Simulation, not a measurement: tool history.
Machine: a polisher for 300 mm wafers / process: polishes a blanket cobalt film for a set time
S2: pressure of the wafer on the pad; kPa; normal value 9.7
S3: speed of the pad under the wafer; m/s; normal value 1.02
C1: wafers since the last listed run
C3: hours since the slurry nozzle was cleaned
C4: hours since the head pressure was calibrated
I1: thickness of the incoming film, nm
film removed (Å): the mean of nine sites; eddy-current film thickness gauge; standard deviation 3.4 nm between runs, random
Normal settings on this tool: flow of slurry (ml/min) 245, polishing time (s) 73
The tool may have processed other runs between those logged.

{"run": 1, "day": 0.0, "flow of slurry (ml/min)": 185, "S2": 9.7, "S3": 1.2, "polishing time (s)": 73, "C1": 0, "wafers polished on this pad": 370, "C3": 473.7, "C4": 367.5, "I1": 753.6, "film removed (Å)": 2693}
{"run": 2, "day": 0.35, "flow of slurry (ml/min)": 185, "S2": 9.7, "S3": 1.2, "polishing time (s)": 73, "C1": 54, "wafers polished on this pad": 425, "C3": 482.1, "C4": 375.9, "I1": 740.8, "film removed (Å)": 2755}
{"run": 3, "day": 0.858, "flow of slurry (ml/min)": 290, "S2": 9.7, "S3": 1.02, "polishing time (s)": 73, "C1": 79, "wafers polished on this pad": 504, "C3": 494.3, "C4": 388.1, "I1": 743.4, "film removed (Å)": 2412}
{"run": 4, "day": 1.4, "flow of slurry (ml/min)": 290, "S2": 9.7, "S3": 1.02, "polishing time (s)": 73, "C1": 84, "wafers polished on this pad": 589, "C3": 507.3, "C4": 401.1, "I1": 750.4, "film removed (Å)": 2491}
{"run": 5, "day": 1.942, "flow of slurry (ml/min)": 245, "S2": 9.7, "S3": 1.02, "polishing time (s)": 73, "C1": 84, "wafers polished on this pad": 673, "C3": 520.3, "C4": 414.1, "I1": 744.6, "film removed (Å)": 2405}
{"run": 6, "day": 2.246, "flow of slurry (ml/min)": 245, "S2": 9.7, "S3": 1.02, "polishing time (s)": 73, "C1": 47, "wafers polished on this pad": 721, "C3": 527.6, "C4": 421.4, "I1": 742.4, "film removed (Å)": 2492}
{"run": 7, "day": 2.933, "flow of slurry (ml/min)": 245, "S2": 9.7, "S3": 1.02, "polishing time (s)": 73, "C1": 107, "wafers polished on this pad": 828, "C3": 544.1, "C4": 437.9, "I1": 738.9, "film removed (Å)": 2426}
{"run": 8, "day": 3.533, "flow of slurry (ml/min)": 245, "S2": 9.7, "S3": 1.02, "polishing time (s)": 73, "C1": 93, "wafers polished on this pad": 922, "C3": 558.5, "C4": 452.3, "I1": 752.8, "film removed (Å)": 2434}
{"day": 3.742, "done": "worn pad replaced by a new one"}
{"run": 9, "day": 3.85, "flow of slurry (ml/min)": 245, "S2": 9.7, "S3": 1.02, "polishing time (s)": 73, "C1": 23, "wafers polished on this pad": 17, "C3": 566.1, "C4": 459.9, "I1": 740.8, "film removed (Å)": 2393}
{"run": 10, "day": 4.217, "flow of slurry (ml/min)": 215, "S2": 9.7, "S3": 0.84, "polishing time (s)": 92, "C1": 57, "wafers polished on this pad": 74, "C3": 574.9, "C4": 468.7, "I1": 751.5, "film removed (Å)": 2555}
{"day": 4.3, "done": "head pressure recalibrated"}
{"run": 11, "day": 4.929, "flow of slurry (ml/min)": 175, "S2": 9.7, "S3": 1.02, "polishing time (s)": 50, "C1": 98, "wafers polished on this pad": 172, "C3": 592.0, "C4": 15.1, "I1": 751.4, "film removed (Å)": 1620}
{"run": 12, "day": 6.504, "flow of slurry (ml/min)": 245, "S2": 9.7, "S3": 1.02, "polishing time (s)": 73, "C1": 245, "wafers polished on this pad": 418, "C3": 629.8, "C4": 52.9, "I1": 748.1, "film removed (Å)": 2433}
{"run": 13, "day": 7.008, "flow of slurry (ml/min)": 245, "S2": 13.1, "S3": 1.28, "polishing time (s)": 63, "C1": 78, "wafers polished on this pad": 497, "C3": 641.9, "C4": 65.0, "I1": 758.4, "film removed (Å)": 3403}
{"day": 8.442, "done": "slurry nozzle cleaned"}
{"run": 14, "day": 8.725, "flow of slurry (ml/min)": 245, "S2": 9.7, "S3": 1.02, "polishing time (s)": 73, "C1": 261, "wafers polished on this pad": 758, "C3": 6.8, "C4": 106.2, "I1": 758.4, "film removed (Å)": 2494}
{"run": 15, "day": 9.125, "flow of slurry (ml/min)": 245, "S2": 8.3, "S3": 1.02, "polishing time (s)": 73, "C1": 62, "wafers polished on this pad": 821, "C3": 16.4, "C4": 115.8, "I1": 741.2, "film removed (Å)": 2108}
{"day": 10.604, "done": "worn pad replaced by a new one"}
{"run": 16, "day": 10.625, "flow of slurry (ml/min)": 310, "S2": 11.7, "S3": 1.02, "polishing time (s)": 60, "C1": 208, "wafers polished on this pad": 3, "C3": 52.4, "C4": 151.8, "I1": 751.6, "film removed (Å)": 2417}
{"run": 17, "day": 11.162, "flow of slurry (ml/min)": 315, "S2": 6.2, "S3": 1.36, "polishing time (s)": 80, "C1": 83, "wafers polished on this pad": 87, "C3": 65.3, "C4": 164.7, "I1": 752.7, "film removed (Å)": 2259}
{"run": 18, "day": 11.708, "flow of slurry (ml/min)": 195, "S2": 11.0, "S3": 1.02, "polishing time (s)": 64, "C1": 85, "wafers polished on this pad": 172, "C3": 78.4, "C4": 177.8, "I1": 744.0, "film removed (Å)": 2376}
{"run": 19, "day": 12.283, "flow of slurry (ml/min)": 245, "S2": 6.2, "S3": 1.02, "polishing time (s)": 73, "C1": 89, "wafers polished on this pad": 262, "C3": 92.2, "C4": 191.6, "I1": 753.8, "film removed (Å)": 1544}

Entry by entry between the runs, the difference in hidden state between the last listed run before and the first listed run after:
Run 8 -> run 9: worn pad replaced by a new one (day 3.742)
  no difference in the tool's unlogged condition between these two runs
Run 10 -> run 11: head pressure recalibrated (day 4.300)
  no difference in the tool's unlogged condition between these two runs
Run 13 -> run 14: slurry nozzle cleaned (day 8.442)
  no difference in the tool's unlogged condition between these two runs
Run 15 -> run 16: worn pad replaced by a new one (day 10.604)
  no difference in the tool's unlogged condition between these two runs

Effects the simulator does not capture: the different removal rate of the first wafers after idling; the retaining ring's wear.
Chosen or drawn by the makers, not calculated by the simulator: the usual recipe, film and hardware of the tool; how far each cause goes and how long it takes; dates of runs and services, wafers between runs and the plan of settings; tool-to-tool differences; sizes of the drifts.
